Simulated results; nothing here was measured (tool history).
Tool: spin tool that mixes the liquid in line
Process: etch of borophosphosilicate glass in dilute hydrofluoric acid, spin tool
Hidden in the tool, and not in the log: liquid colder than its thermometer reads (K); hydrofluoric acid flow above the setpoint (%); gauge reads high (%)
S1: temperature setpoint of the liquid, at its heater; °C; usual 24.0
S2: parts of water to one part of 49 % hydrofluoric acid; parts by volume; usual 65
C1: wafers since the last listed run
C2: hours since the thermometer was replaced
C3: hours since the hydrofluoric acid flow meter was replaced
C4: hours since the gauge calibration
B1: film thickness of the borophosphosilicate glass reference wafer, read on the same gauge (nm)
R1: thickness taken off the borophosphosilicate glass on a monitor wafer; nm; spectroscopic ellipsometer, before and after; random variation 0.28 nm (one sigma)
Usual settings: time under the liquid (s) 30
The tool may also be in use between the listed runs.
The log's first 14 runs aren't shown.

run 15 hour=747.5 | S1=24.0 S2=70 time_under_the_liquid_(s)=30 | C1=549 C2=448.9 C3=1720.0 C4=1120.2 | B1=40.01 | R1=27.69
run 16 hour=781.3 | S1=24.0 S2=70 time_under_the_liquid_(s)=30 | C1=304 C2=482.7 C3=1753.8 C4=1154.0 | B1=39.99 | R1=26.58
run 17 hour=823.0 | S1=24.0 S2=65 time_under_the_liquid_(s)=30 | C1=376 C2=524.4 C3=1795.5 C4=1195.7 | B1=40.05 | R1=28.85
-- hour=828.0 hydrofluoric acid flow meter replaced
run 18 hour=871.0 | S1=24.0 S2=65 time_under_the_liquid_(s)=30 | C1=423 C2=572.4 C3=43.0 C4=1243.7 | B1=39.99 | R1=28.89
run 19 hour=898.0 | S1=28.0 S2=85 time_under_the_liquid_(s)=45 | C1=243 C2=599.4 C3=70.0 C4=1270.7 | B1=40.00 | R1=37.99
run 20 hour=957.8 | S1=24.0 S2=65 time_under_the_liquid_(s)=30 | C1=539 C2=659.2 C3=129.8 C4=1330.5 | B1=39.98 | R1=28.70
run 21 hour=982.6 | S1=24.0 S2=75 time_under_the_liquid_(s)=35 | C1=223 C2=684.0 C3=154.6 C4=1355.3 | B1=40.01 | R1=28.34
run 22 hour=1010.3 | S1=21.0 S2=65 time_under_the_liquid_(s)=30 | C1=249 C2=711.7 C3=182.3 C4=1383.0 | B1=40.00 | R1=25.07
-- hour=1094.4 gauge calibrated
run 23 hour=1212.1 | S1=21.0 S2=65 time_under_the_liquid_(s)=25 | C1=1820 C2=913.5 C3=384.1 C4=117.7 | B1=39.98 | R1=20.58
run 24 hour=1249.6 | S1=21.0 S2=90 time_under_the_liquid_(s)=30 | C1=338 C2=951.0 C3=421.6 C4=155.2 | B1=40.04 | R1=17.22
-- hour=1270.2 thermometer replaced
run 25 hour=1283.0 | S1=21.5 S2=80 time_under_the_liquid_(s)=45 | C1=292 C2=12.8 C3=455.0 C4=188.6 | B1=40.01 | R1=34.05
run 26 hour=1347.4 | S1=21.0 S2=85 time_under_the_liquid_(s)=30 | C1=580 C2=77.2 C3=519.4 C4=253.0 | B1=40.01 | R1=20.77
run 27 hour=1384.7 | S1=29.0 S2=65 time_under_the_liquid_(s)=35 | C1=336 C2=114.5 C3=556.7 C4=290.3 | B1=40.01 | R1=43.45
run 28 hour=1425.4 | S1=26.5 S2=65 time_under_the_liquid_(s)=35 | C1=367 C2=155.2 C3=597.4 C4=331.0 | B1=39.98 | R1=39.96
run 29 hour=1458.3 | S1=22.0 S2=65 time_under_the_liquid_(s)=30 | C1=296 C2=188.1 C3=630.3 C4=363.9 | B1=39.98 | R1=28.31
run 30 hour=1516.2 | S1=24.0 S2=65 time_under_the_liquid_(s)=30 | C1=522 C2=246.0 C3=688.2 C4=421.8 | B1=39.99 | R1=31.11
run 31 hour=1554.9 | S1=24.0 S2=65 time_under_the_liquid_(s)=30 | C1=349 C2=284.7 C3=726.9 C4=460.5 | B1=39.98 | R1=30.34
run 32 hour=1601.5 | S1=24.0 S2=90 time_under_the_liquid_(s)=40 | C1=420 C2=331.3 C3=773.5 C4=507.1 | B1=39.96 | R1=28.36
run 33 hour=1651.0 | S1=24.0 S2=65 time_under_the_liquid_(s)=30 | C1=446 C2=380.8 C3=823.0 C4=556.6 | B1=39.99 | R1=29.83

3 ways to go on from here, each from the tool as it stands after run 33. What would each give?
run A hour=1651.4 | S1=24.0 S2=65 time_under_the_liquid_(s)=30 | C1=3 C2=381.2 C3=823.4 C4=557.0 | B1=? | R1=?
run B hour=1651.4 | S1=24.0 S2=85 time_under_the_liquid_(s)=30 | C1=3 C2=381.2 C3=823.4 C4=557.0 | B1=? | R1=?
run C hour=1651.4 | S1=24.0 S2=40 time_under_the_liquid_(s)=45 | C1=3 C2=381.2 C3=823.4 C4=557.0 | B1=? | R1=?

run=A B1=40.02 R1=30.51
run=B B1=40.02 R1=22.76
run=C B1=40.02 R1=76.80
Without the tool's hidden state the same runs would have given:
run=A R1=32.02
run=B R1=23.87
run=C R1=80.68

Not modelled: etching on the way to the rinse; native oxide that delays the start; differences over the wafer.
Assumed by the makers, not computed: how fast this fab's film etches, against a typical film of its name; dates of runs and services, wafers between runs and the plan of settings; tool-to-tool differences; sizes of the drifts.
